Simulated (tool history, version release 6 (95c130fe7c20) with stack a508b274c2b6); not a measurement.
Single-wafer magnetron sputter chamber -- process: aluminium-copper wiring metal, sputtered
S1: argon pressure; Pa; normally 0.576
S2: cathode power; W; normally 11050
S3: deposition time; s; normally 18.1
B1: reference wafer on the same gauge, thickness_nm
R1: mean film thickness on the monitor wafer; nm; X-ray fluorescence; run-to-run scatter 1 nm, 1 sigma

{"run": 1, "hour": 0.0, "S1": 0.576, "S2": 11050, "S3": 18.1, "B1": 325.308, "R1": 301.048}
{"run": 2, "hour": 37.6, "S1": 0.576, "S2": 11050, "S3": 18.1, "B1": 324.945, "R1": 301.817}
{"run": 3, "hour": 142.9, "S1": 0.442, "S2": 11050, "S3": 18.1, "B1": 324.834, "R1": 334.823}
{"hour": 203.7, "done": "sputter target and shields replaced"}
{"run": 4, "hour": 222.2, "S1": 0.576, "S2": 11050, "S3": 20.6, "B1": 325.057, "R1": 346.778}
{"run": 5, "hour": 264.8, "S1": 0.576, "S2": 11050, "S3": 20.6, "B1": 325.14, "R1": 345.48}
{"run": 6, "hour": 312.1, "S1": 0.576, "S2": 11050, "S3": 20.6, "B1": 324.98, "R1": 346.055}
{"hour": 402.9, "done": "magnet pack replaced, of another model than before"}
{"run": 7, "hour": 403.4, "S1": 0.728, "S2": 11050, "S3": 19.9, "B1": 325.101, "R1": 306.315}
{"run": 8, "hour": 490.7, "S1": 0.576, "S2": 11050, "S3": 20.8, "B1": 325.183, "R1": 342.589}
{"hour": 515.4, "done": "sputter target and shields replaced"}
{"run": 9, "hour": 542.0, "S1": 0.384, "S2": 10250, "S3": 18.1, "B1": 325.092, "R1": 318.997}
{"hour": 611.1, "done": "gauge calibrated"}
{"run": 10, "hour": 647.8, "S1": 0.576, "S2": 11050, "S3": 18.1, "B1": 324.881, "R1": 302.684}
{"run": 11, "hour": 684.1, "S1": 0.576, "S2": 9400, "S3": 18.1, "B1": 324.83, "R1": 272.115}
{"hour": 747.5, "done": "capacitance manometer re-zeroed and calibrated"}
{"run": 12, "hour": 763.4, "S1": 0.576, "S2": 9200, "S3": 18.1, "B1": 325.061, "R1": 265.944}
{"run": 13, "hour": 859.7, "S1": 0.576, "S2": 9400, "S3": 18.1, "B1": 325.268, "R1": 264.881}
{"hour": 905.1, "done": "sputter target and shields replaced"}
{"run": 14, "hour": 905.6, "S1": 0.448, "S2": 11050, "S3": 18.1, "B1": 325.22, "R1": 326.896}
{"run": 15, "hour": 996.8, "S1": 0.443, "S2": 9450, "S3": 20.3, "B1": 325.051, "R1": 327.766}
{"run": 16, "hour": 1059.9, "S1": 0.576, "S2": 13100, "S3": 19.4, "B1": 325.027, "R1": 367.147}

Each row is a separate what-if for the run after 16, all from the same tool condition, not one after another. Results?
{"run": "A", "hour": 1060.3, "S1": 0.576, "S2": 11050, "S3": 16.8, "B1": "?", "R1": "?"}
{"run": "B", "hour": 1060.3, "S1": 0.376, "S2": 9100, "S3": 19.6, "B1": "?", "R1": "?"}
{"run": "C", "hour": 1060.3, "S1": 0.576, "S2": 11050, "S3": 20.0, "B1": "?", "R1": "?"}
{"run": "D", "hour": 1060.3, "S1": 0.701, "S2": 11050, "S3": 21.5, "B1": "?", "R1": "?"}
{"run": "E", "hour": 1060.3, "S1": 0.576, "S2": 13750, "S3": 18.1, "B1": "?", "R1": "?"}

run=A B1=325.076 R1=281.023
run=B B1=325.076 R1=319.549
run=C B1=325.076 R1=334.551
run=D B1=325.076 R1=337.474
run=E B1=325.076 R1=354.249
With no hidden state in the tool, these same runs would have given:
run=A R1=282.385
run=B R1=321.098
run=C R1=336.172
run=D R1=339.109
run=E R1=355.966

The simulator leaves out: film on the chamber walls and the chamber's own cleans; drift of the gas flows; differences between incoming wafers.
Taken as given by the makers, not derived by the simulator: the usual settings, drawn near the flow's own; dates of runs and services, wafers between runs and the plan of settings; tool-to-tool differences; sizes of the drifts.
